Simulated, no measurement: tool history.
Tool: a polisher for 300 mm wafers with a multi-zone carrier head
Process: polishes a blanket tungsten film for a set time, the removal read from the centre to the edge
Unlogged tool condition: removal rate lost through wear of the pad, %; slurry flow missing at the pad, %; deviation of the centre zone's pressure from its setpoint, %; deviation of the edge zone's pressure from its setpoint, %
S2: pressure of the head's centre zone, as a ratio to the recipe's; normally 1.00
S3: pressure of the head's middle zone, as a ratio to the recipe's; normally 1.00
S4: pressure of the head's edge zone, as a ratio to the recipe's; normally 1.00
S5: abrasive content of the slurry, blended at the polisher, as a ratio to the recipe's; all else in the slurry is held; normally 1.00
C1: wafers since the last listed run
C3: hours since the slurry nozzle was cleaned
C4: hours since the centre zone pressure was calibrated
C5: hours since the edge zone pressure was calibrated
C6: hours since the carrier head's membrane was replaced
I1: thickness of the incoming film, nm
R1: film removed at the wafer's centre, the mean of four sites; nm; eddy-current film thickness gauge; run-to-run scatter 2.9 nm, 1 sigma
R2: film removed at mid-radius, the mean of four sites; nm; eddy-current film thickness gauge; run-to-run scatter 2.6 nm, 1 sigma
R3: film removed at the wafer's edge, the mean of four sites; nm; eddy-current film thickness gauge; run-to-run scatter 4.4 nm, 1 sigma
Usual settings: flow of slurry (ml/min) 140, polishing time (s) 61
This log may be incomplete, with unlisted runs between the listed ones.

run 1 hour=0.0 | flow_of_slurry_(ml/min)=140 S2=1.00 S3=1.06 S4=1.00 S5=1.00 polishing_time_(s)=61 | C1=0 wafers_polished_on_this_pad=318 C3=532.5 C4=289.2 C5=223.2 C6=635.9 | I1=899.5 | R1=310.1 R2=324.0 R3=316.0
run 2 hour=25.8 | flow_of_slurry_(ml/min)=140 S2=1.00 S3=1.00 S4=1.00 S5=1.00 polishing_time_(s)=61 | C1=293 wafers_polished_on_this_pad=612 C3=558.3 C4=315.0 C5=249.0 C6=661.7 | I1=900.5 | R1=315.1 R2=311.2 R3=310.4
run 3 hour=57.1 | flow_of_slurry_(ml/min)=140 S2=1.00 S3=1.00 S4=1.00 S5=1.00 polishing_time_(s)=61 | C1=355 wafers_polished_on_this_pad=967 C3=589.6 C4=346.3 C5=280.3 C6=693.0 | I1=905.3 | R1=316.8 R2=319.1 R3=309.9
-- hour=79.4 edge zone pressure recalibrated
-- hour=82.9 worn pad replaced by a new one
run 4 hour=130.6 | flow_of_slurry_(ml/min)=140 S2=1.00 S3=1.00 S4=1.00 S5=1.00 polishing_time_(s)=61 | C1=772 wafers_polished_on_this_pad=542 C3=663.1 C4=419.8 C5=51.2 C6=766.5 | I1=900.9 | R1=317.8 R2=313.3 R3=310.4
run 5 hour=146.0 | flow_of_slurry_(ml/min)=140 S2=1.00 S3=1.00 S4=1.00 S5=1.00 polishing_time_(s)=61 | C1=174 wafers_polished_on_this_pad=717 C3=678.5 C4=435.2 C5=66.6 C6=781.9 | I1=910.6 | R1=309.9 R2=313.5 R3=308.8
-- hour=167.2 carrier head's membrane replaced by a new one
run 6 hour=182.0 | flow_of_slurry_(ml/min)=140 S2=1.00 S3=1.00 S4=1.00 S5=1.00 polishing_time_(s)=61 | C1=352 wafers_polished_on_this_pad=1069 C3=714.5 C4=471.2 C5=102.6 C6=14.8 | I1=902.5 | R1=312.3 R2=312.3 R3=310.2
-- hour=188.1 worn pad replaced by a new one
run 7 hour=197.9 | flow_of_slurry_(ml/min)=140 S2=1.00 S3=1.00 S4=1.00 S5=1.00 polishing_time_(s)=61 | C1=135 wafers_polished_on_this_pad=111 C3=730.4 C4=487.1 C5=118.5 C6=30.7 | I1=907.2 | R1=313.6 R2=319.0 R3=314.2
run 8 hour=211.0 | flow_of_slurry_(ml/min)=115 S2=1.00 S3=1.00 S4=1.00 S5=0.80 polishing_time_(s)=61 | C1=148 wafers_polished_on_this_pad=260 C3=743.5 C4=500.2 C5=131.6 C6=43.8 | I1=914.2 | R1=290.3 R2=292.3 R3=291.2
run 9 hour=235.1 | flow_of_slurry_(ml/min)=115 S2=1.00 S3=1.00 S4=1.00 S5=0.80 polishing_time_(s)=61 | C1=273 wafers_polished_on_this_pad=534 C3=767.6 C4=524.3 C5=155.7 C6=67.9 | I1=907.2 | R1=289.0 R2=291.4 R3=279.7
run 10 hour=259.5 | flow_of_slurry_(ml/min)=115 S2=1.00 S3=1.00 S4=1.00 S5=1.00 polishing_time_(s)=78 | C1=277 wafers_polished_on_this_pad=811 C3=792.0 C4=548.7 C5=180.1 C6=92.3 | I1=907.6 | R1=385.1 R2=380.9 R3=389.5
-- hour=290.0 worn pad replaced by a new one
run 11 hour=292.7 | flow_of_slurry_(ml/min)=140 S2=1.00 S3=1.00 S4=0.92 S5=1.00 polishing_time_(s)=61 | C1=331 wafers_polished_on_this_pad=30 C3=825.2 C4=581.9 C5=213.3 C6=125.5 | I1=896.9 | R1=314.7 R2=314.1 R3=295.3
run 12 hour=318.6 | flow_of_slurry_(ml/min)=140 S2=0.93 S3=1.03 S4=1.00 S5=1.25 polishing_time_(s)=61 | C1=294 wafers_polished_on_this_pad=324 C3=851.1 C4=607.8 C5=239.2 C6=151.4 | I1=920.3 | R1=299.9 R2=334.5 R3=320.0
-- hour=336.8 slurry nozzle cleaned
run 13 hour=342.0 | flow_of_slurry_(ml/min)=140 S2=1.00 S3=1.00 S4=1.00 S5=1.00 polishing_time_(s)=61 | C1=254 wafers_polished_on_this_pad=579 C3=5.2 C4=631.2 C5=262.6 C6=174.8 | I1=905.1 | R1=311.5 R2=311.7 R3=308.2
run 14 hour=365.7 | flow_of_slurry_(ml/min)=180 S2=1.09 S3=1.10 S4=1.00 S5=1.00 polishing_time_(s)=61 | C1=269 wafers_polished_on_this_pad=848 C3=28.9 C4=654.9 C5=286.3 C6=198.5 | I1=923.8 | R1=358.9 R2=353.1 R3=321.3
-- hour=396.4 centre zone pressure recalibrated
-- hour=397.6 edge zone pressure recalibrated
-- hour=402.8 worn pad replaced by a new one
run 15 hour=449.1 | flow_of_slurry_(ml/min)=140 S2=0.88 S3=1.07 S4=1.00 S5=0.70 polishing_time_(s)=44 | C1=865 wafers_polished_on_this_pad=526 C3=112.3 C4=52.7 C5=51.5 C6=281.9 | I1=901.6 | R1=189.6 R2=226.1 R3=210.0
run 16 hour=464.3 | flow_of_slurry_(ml/min)=140 S2=1.00 S3=1.00 S4=1.00 S5=1.00 polishing_time_(s)=61 | C1=172 wafers_polished_on_this_pad=698 C3=127.5 C4=67.9 C5=66.7 C6=297.1 | I1=907.4 | R1=316.5 R2=314.4 R3=311.2
-- hour=504.6 worn pad replaced by a new one
run 17 hour=509.7 | flow_of_slurry_(ml/min)=105 S2=1.00 S3=1.00 S4=1.00 S5=1.00 polishing_time_(s)=61 | C1=470 wafers_polished_on_this_pad=57 C3=172.9 C4=113.3 C5=112.1 C6=342.5 | I1=921.8 | R1=286.8 R2=291.9 R3=294.0
run 18 hour=540.7 | flow_of_slurry_(ml/min)=140 S2=1.00 S3=1.00 S4=1.00 S5=1.25 polishing_time_(s)=42 | C1=352 wafers_polished_on_this_pad=410 C3=203.9 C4=144.3 C5=143.1 C6=373.5 | I1=901.9 | R1=223.4 R2=221.8 R3=224.9

For each entry between runs, how does the tool's hidden state at the last listed run before it compare with that at the first listed run after it?
Logged between run 3 and run 4: edge zone pressure recalibrated (hour 79.4); worn pad replaced by a new one (hour 82.9)
  both runs share identical hidden conditions
Logged between run 5 and run 6: carrier head's membrane replaced by a new one (hour 167.2)
  both runs share identical hidden conditions
Logged between run 6 and run 7: worn pad replaced by a new one (hour 188.1)
  both runs share identical hidden conditions
Logged between run 10 and run 11: worn pad replaced by a new one (hour 290.0)
  both runs share identical hidden conditions
Logged between run 12 and run 13: slurry nozzle cleaned (hour 336.8)
  both runs share identical hidden conditions
Logged between run 14 and run 15: centre zone pressure recalibrated (hour 396.4); edge zone pressure recalibrated (hour 397.6); worn pad replaced by a new one (hour 402.8)
  both runs share identical hidden conditions
Logged between run 16 and run 17: worn pad replaced by a new one (hour 504.6)
  both runs share identical hidden conditions

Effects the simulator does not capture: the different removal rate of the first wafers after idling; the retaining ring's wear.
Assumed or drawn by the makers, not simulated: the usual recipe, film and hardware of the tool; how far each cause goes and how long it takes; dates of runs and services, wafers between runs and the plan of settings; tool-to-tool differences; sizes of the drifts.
